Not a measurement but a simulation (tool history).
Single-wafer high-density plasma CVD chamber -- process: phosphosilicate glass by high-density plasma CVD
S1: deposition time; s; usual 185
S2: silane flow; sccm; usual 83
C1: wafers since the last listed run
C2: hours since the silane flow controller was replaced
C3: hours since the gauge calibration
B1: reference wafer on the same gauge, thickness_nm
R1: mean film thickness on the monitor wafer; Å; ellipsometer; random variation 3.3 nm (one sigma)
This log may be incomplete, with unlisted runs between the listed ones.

| run | hour | S1 | S2 | C1 | C2 | C3 | B1 | R1 |
|---|---|---|---|---|---|---|---|---|
| 1 | 0 | 185 | 83 | 0 | 1462.2 | 1590.3 | 1770.786 | 15043.19 |
| 2 | 82.7 | 185 | 83 | 894 | 1544.9 | 1673 | 1771.214 | 15038.16 |
| 3 | 188.1 | 185 | 83 | 1140 | 1650.3 | 1778.4 | 1770.269 | 15087.76 |
| 4 | 227 | 185 | 72 | 420 | 1689.2 | 1817.3 | 1768.022 | 13081.97 |
| 5 | 272.1 | 185 | 72 | 487 | 1734.3 | 1862.4 | 1769.042 | 13121.44 |
| 6 | 595.4 | 185 | 72 | 3498 | 2057.6 | 2185.7 | 1768.167 | 13065.62 |
| 7 | 665.7 | 185 | 83 | 760 | 2127.9 | 2256 | 1767.563 | 15047.41 |
| 8 | 738 | 185 | 83 | 782 | 2200.2 | 2328.3 | 1766.724 | 15000.56 |
| 9 | 804 | 185 | 83 | 714 | 2266.2 | 2394.3 | 1767.107 | 15023.09 |
| 10 | 867.4 | 175 | 83 | 686 | 2329.6 | 2457.7 | 1767.411 | 14235.98 |
| 11 | 974.7 | 175 | 83 | 1161 | 2436.9 | 2565 | 1767.57 | 14226.5 |
| 12 | 1042.9 | 175 | 83 | 737 | 2505.1 | 2633.2 | 1766.754 | 14202.12 |
|  | 1132.7 | silane flow controller replaced |
| 13 | 1133.2 | 185 | 93 | 890 | 0.5 | 2723.5 | 1765.706 | 16768.86 |
| 14 | 1182.8 | 185 | 93 | 536 | 50.1 | 2773.1 | 1766.452 | 16787.09 |
| 15 | 1227 | 185 | 93 | 478 | 94.3 | 2817.3 | 1765.177 | 16816.39 |
| 16 | 1309.6 | 172 | 83 | 893 | 176.9 | 2899.9 | 1765.012 | 13946.83 |
| 17 | 1380.5 | 172 | 83 | 767 | 247.8 | 2970.8 | 1765.061 | 13960.06 |
| 18 | 1594.6 | 172 | 83 | 2316 | 461.9 | 3184.9 | 1765.549 | 13991.35 |
|  | 1595.2 | gauge calibrated |
| 19 | 1698 | 185 | 83 | 1118 | 565.3 | 102.8 | 1786.805 | 15218.57 |
| 20 | 1754.1 | 201 | 96 | 607 | 621.4 | 158.9 | 1785.94 | 18957.01 |
| 21 | 1835.8 | 164 | 94 | 884 | 703.1 | 240.6 | 1785.223 | 15229.09 |
| 22 | 1923.8 | 204 | 93 | 952 | 791.1 | 328.6 | 1782.336 | 18683.34 |
| 23 | 2017.9 | 162 | 94 | 1018 | 885.2 | 422.7 | 1780.383 | 15015.93 |
| 24 | 2101.5 | 165 | 67 | 904 | 968.8 | 506.3 | 1778.892 | 10960.03 |
| 25 | 2141.7 | 158 | 100 | 434 | 1009 | 546.5 | 1778.656 | 15472.89 |
| 26 | 2320.6 | 166 | 92 | 1935 | 1187.9 | 725.4 | 1775.534 | 15039.93 |
| 27 | 2381.5 | 219 | 89 | 658 | 1248.8 | 786.3 | 1773.796 | 19141.78 |
| 28 | 2466.7 | 205 | 83 | 921 | 1334 | 871.5 | 1773.131 | 16710.21 |
| 29 | 2566.5 | 185 | 83 | 1079 | 1433.8 | 971.3 | 1772.644 | 15093.89 |
| 30 | 2609 | 185 | 72 | 459 | 1476.3 | 1013.8 | 1773.214 | 13125.99 |
| 31 | 2714.8 | 185 | 83 | 1144 | 1582.1 | 1119.6 | 1770.206 | 15035.96 |
| 32 | 2768.9 | 165 | 92 | 585 | 1636.2 | 1173.7 | 1768.852 | 14796.62 |
| 33 | 2833.2 | 185 | 83 | 695 | 1700.5 | 1238 | 1770.013 | 15078.61 |
| 34 | 2926.5 | 215 | 94 | 1009 | 1793.8 | 1331.3 | 1768.365 | 19751.6 |
| 35 | 2980.1 | 197 | 89 | 579 | 1847.4 | 1384.9 | 1768.462 | 17146.99 |
| 36 | 3223.3 | 160 | 83 | 2631 | 2090.6 | 1628.1 | 1766.686 | 12968.52 |
| 37 | 3329.1 | 215 | 71 | 1144 | 2196.4 | 1733.9 | 1764.941 | 15033.59 |
| 38 | 3401.9 | 164 | 76 | 787 | 2269.2 | 1806.7 | 1765.616 | 12219.02 |
| 39 | 3459 | 185 | 83 | 617 | 2326.3 | 1863.8 | 1763.588 | 15065.14 |

For each entry between runs, how does the tool's hidden state at the last listed run before it compare with that at the first listed run after it?
Runs 12 to 13: silane flow controller replaced (hour 1132.7)
  gauge reads high (%): -1.34 -> -1.36
  what was measured, less what the result would be without the hidden state, R1: -193.48 -> -230.85 Å
Runs 18 to 19: gauge calibrated (hour 1595.2)
  gauge reads high (%): -1.41 -> -0.14
  what was measured, less what the result would be without the hidden state, R1: -200.74 -> -21.31 Å
